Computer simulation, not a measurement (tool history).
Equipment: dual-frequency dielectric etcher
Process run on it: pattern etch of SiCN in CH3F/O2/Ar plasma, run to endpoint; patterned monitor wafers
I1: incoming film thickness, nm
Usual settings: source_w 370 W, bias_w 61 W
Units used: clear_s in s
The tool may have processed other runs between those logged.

Run 1, day 0.000: usual settings; I1 8.85. Result: clear_s 25.1 s.
Run 2, day 1.738: usual settings; I1 8.73. Result: clear_s 24.6 s.
Run 3, day 6.033: usual settings but source_w 350 W, bias_w 68 W; I1 8.76. Result: clear_s 24.8 s.
Run 4, day 8.304: usual settings but source_w 350 W, bias_w 68 W; I1 8.92. Result: clear_s 25.3 s.
Run 5, day 10.858: usual settings but source_w 350 W, bias_w 68 W; I1 8.77. Result: clear_s 24.6 s.
Run 6, day 13.438: usual settings; I1 8.73. Result: clear_s 24.6 s.
Run 7, day 15.017: usual settings; I1 8.78. Result: clear_s 24.8 s.
Run 8, day 19.242: usual settings; I1 8.83. Result: clear_s 24.1 s.
At day 21.092: wet clean of the chamber.
Run 9, day 22.788: usual settings; I1 8.77. Result: clear_s 25.1 s.
At day 26.308: upper electrode replaced, of another model than before.
Run 10, day 27.283: usual settings; I1 8.79. Result: clear_s 24.9 s.
Run 11, day 30.871: usual settings but source_w 300 W, bias_w 49 W; I1 8.92. Result: clear_s 35.2 s.
Run 12, day 34.004: usual settings; I1 8.76. Result: clear_s 24.5 s.
Run 13, day 35.542: usual settings but source_w 280 W, bias_w 76 W; I1 8.79. Result: clear_s 37.3 s.
At day 36.700: bias power generator calibrated.
Run 14, day 37.604: usual settings but source_w 400 W, bias_w 53 W; I1 8.78. Result: clear_s 23.1 s.
Run 15, day 39.758: usual settings; I1 8.80. Result: clear_s 24.9 s.
Run 16, day 43.367: usual settings but source_w 420 W, bias_w 55 W; I1 8.89. Result: clear_s 22.7 s.
At day 45.225: wet clean of the chamber.
At day 46.400: source power generator calibrated.
Run 17, day 47.667: usual settings but source_w 300 W, bias_w 74 W; I1 8.77. Result: clear_s 31.8 s.
Run 18, day 50.925: usual settings but source_w 300 W, bias_w 74 W; I1 8.68. Result: clear_s 30.8 s.
Run 19, day 52.796: usual settings but source_w 300 W, bias_w 72 W; I1 8.73. Result: clear_s 31.1 s.
Run 20, day 56.179: usual settings; I1 8.78. Result: clear_s 24.7 s.
Run 21, day 60.221: usual settings but source_w 320 W, bias_w 73 W; I1 8.76. Result: clear_s 28.1 s.

Predict each of these 4 candidate next runs independently; none follows another, all start after run 21:
Run A, day 60.238: usual settings but bias_w 70 W; I1 8.80. Result: clear_s ?.
Run B, day 60.238: usual settings but source_w 290 W, bias_w 65 W; I1 8.80. Result: clear_s ?.
Run C, day 60.238: usual settings but bias_w 73 W; I1 8.80. Result: clear_s ?.
Run D, day 60.238: usual settings but source_w 340 W, bias_w 72 W; I1 8.80. Result: clear_s ?.

run  clear_s
  A     23.4
  B     34.0
  C     23.1
  D     25.6
With the hidden condition removed and each run's random variation left untouched, the same runs would have given:
run  clear_s
  A     23.9
  B     34.8
  C     23.7
  D     26.2

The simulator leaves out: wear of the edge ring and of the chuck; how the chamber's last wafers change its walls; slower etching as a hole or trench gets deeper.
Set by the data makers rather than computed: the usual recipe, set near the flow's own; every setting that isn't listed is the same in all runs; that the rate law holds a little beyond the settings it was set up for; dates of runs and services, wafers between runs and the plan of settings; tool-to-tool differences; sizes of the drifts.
